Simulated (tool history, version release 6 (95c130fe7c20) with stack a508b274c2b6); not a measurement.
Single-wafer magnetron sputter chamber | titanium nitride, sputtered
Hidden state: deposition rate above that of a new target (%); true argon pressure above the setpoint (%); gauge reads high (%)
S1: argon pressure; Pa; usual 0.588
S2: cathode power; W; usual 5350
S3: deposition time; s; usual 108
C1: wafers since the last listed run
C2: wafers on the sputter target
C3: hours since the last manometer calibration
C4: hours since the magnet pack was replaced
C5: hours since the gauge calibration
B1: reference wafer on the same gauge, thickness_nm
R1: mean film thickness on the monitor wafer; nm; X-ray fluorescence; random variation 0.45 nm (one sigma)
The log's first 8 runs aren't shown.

{"run": 9, "day": 24.621, "S1": 0.588, "S2": 5350, "S3": 108, "C1": 680, "C2": 2026, "C3": 2577.7, "C4": 9338.3, "C5": 3566.5, "B1": 87.513, "R1": 94.856}
{"run": 10, "day": 26.654, "S1": 0.588, "S2": 5350, "S3": 108, "C1": 344, "C2": 2371, "C3": 2626.5, "C4": 9387.1, "C5": 3615.3, "B1": 87.62, "R1": 95.284}
{"day": 27.258, "done": "gauge calibrated"}
{"run": 11, "day": 31.029, "S1": 0.661, "S2": 5350, "S3": 108, "C1": 741, "C2": 3112, "C3": 2731.5, "C4": 9492.1, "C5": 90.5, "B1": 87.531, "R1": 92.315}
{"run": 12, "day": 35.483, "S1": 0.704, "S2": 5350, "S3": 108, "C1": 754, "C2": 3867, "C3": 2838.4, "C4": 9599.0, "C5": 197.4, "B1": 87.517, "R1": 89.291}
{"day": 39.083, "done": "sputter target and shields replaced"}
{"run": 13, "day": 39.596, "S1": 0.802, "S2": 6250, "S3": 92, "C1": 640, "C2": 86, "C3": 2937.1, "C4": 9697.7, "C5": 296.1, "B1": 87.589, "R1": 88.837}
{"run": 14, "day": 42.304, "S1": 0.588, "S2": 5350, "S3": 108, "C1": 458, "C2": 545, "C3": 3002.1, "C4": 9762.7, "C5": 361.1, "B1": 87.619, "R1": 95.318}
{"day": 43.217, "done": "capacitance manometer re-zeroed and calibrated"}
{"run": 15, "day": 44.204, "S1": 0.588, "S2": 5350, "S3": 108, "C1": 265, "C2": 810, "C3": 23.7, "C4": 9808.3, "C5": 406.7, "B1": 87.518, "R1": 97.889}
{"day": 46.242, "done": "magnet pack replaced"}
{"run": 16, "day": 46.262, "S1": 0.588, "S2": 5350, "S3": 108, "C1": 292, "C2": 1103, "C3": 73.1, "C4": 0.5, "C5": 456.1, "B1": 87.597, "R1": 98.17}
{"run": 17, "day": 49.008, "S1": 0.588, "S2": 6300, "S3": 125, "C1": 465, "C2": 1568, "C3": 139.0, "C4": 66.4, "C5": 522.0, "B1": 87.657, "R1": 132.609}
{"run": 18, "day": 57.8, "S1": 0.588, "S2": 5350, "S3": 108, "C1": 1489, "C2": 3058, "C3": 350.0, "C4": 277.4, "C5": 733.0, "B1": 87.656, "R1": 95.68}
{"run": 19, "day": 61.275, "S1": 0.793, "S2": 4800, "S3": 102, "C1": 588, "C2": 3646, "C3": 433.4, "C4": 360.8, "C5": 816.4, "B1": 87.566, "R1": 75.303}
{"run": 20, "day": 64.158, "S1": 0.588, "S2": 4400, "S3": 117, "C1": 488, "C2": 4135, "C3": 502.6, "C4": 430.0, "C5": 885.6, "B1": 87.598, "R1": 83.418}
{"run": 21, "day": 67.454, "S1": 0.699, "S2": 6550, "S3": 108, "C1": 558, "C2": 4693, "C3": 581.7, "C4": 509.1, "C5": 964.7, "B1": 87.671, "R1": 110.458}
{"day": 67.888, "done": "sputter target and shields replaced"}
{"run": 22, "day": 70.208, "S1": 0.803, "S2": 6050, "S3": 117, "C1": 410, "C2": 393, "C3": 647.8, "C4": 575.2, "C5": 1030.8, "B1": 87.583, "R1": 110.846}
{"run": 23, "day": 72.767, "S1": 0.444, "S2": 5950, "S3": 108, "C1": 433, "C2": 826, "C3": 709.2, "C4": 636.6, "C5": 1092.2, "B1": 87.598, "R1": 111.299}
{"run": 24, "day": 74.762, "S1": 0.588, "S2": 4050, "S3": 125, "C1": 338, "C2": 1164, "C3": 757.1, "C4": 684.5, "C5": 1140.1, "B1": 87.578, "R1": 84.559}
{"run": 25, "day": 77.292, "S1": 0.754, "S2": 4750, "S3": 96, "C1": 428, "C2": 1593, "C3": 817.8, "C4": 745.2, "C5": 1200.8, "B1": 87.549, "R1": 72.012}
{"run": 26, "day": 81.612, "S1": 0.821, "S2": 4800, "S3": 116, "C1": 732, "C2": 2325, "C3": 921.5, "C4": 848.9, "C5": 1304.5, "B1": 87.596, "R1": 85.771}
{"run": 27, "day": 84.042, "S1": 0.588, "S2": 4750, "S3": 124, "C1": 411, "C2": 2737, "C3": 979.8, "C4": 907.2, "C5": 1362.8, "B1": 87.666, "R1": 96.857}
{"run": 28, "day": 88.342, "S1": 0.588, "S2": 5350, "S3": 120, "C1": 728, "C2": 3465, "C3": 1083.0, "C4": 1010.4, "C5": 1466.0, "B1": 87.707, "R1": 104.452}
{"run": 29, "day": 90.708, "S1": 0.725, "S2": 4300, "S3": 98, "C1": 401, "C2": 3866, "C3": 1139.8, "C4": 1067.2, "C5": 1522.8, "B1": 87.613, "R1": 65.07}

Run 30 comes next. What will it give?
{"run": 30, "day": 94.767, "S1": 0.464, "S2": 5350, "S3": 108, "C1": 687, "C2": 4554, "C3": 1237.2, "C4": 1164.6, "C5": 1620.2, "B1": "?", "R1": "?"}

{"run 30": {"B1": 87.535, "R1": 96.357}}
Without the tool's hidden state the same run would have given R1 102.257 nm.
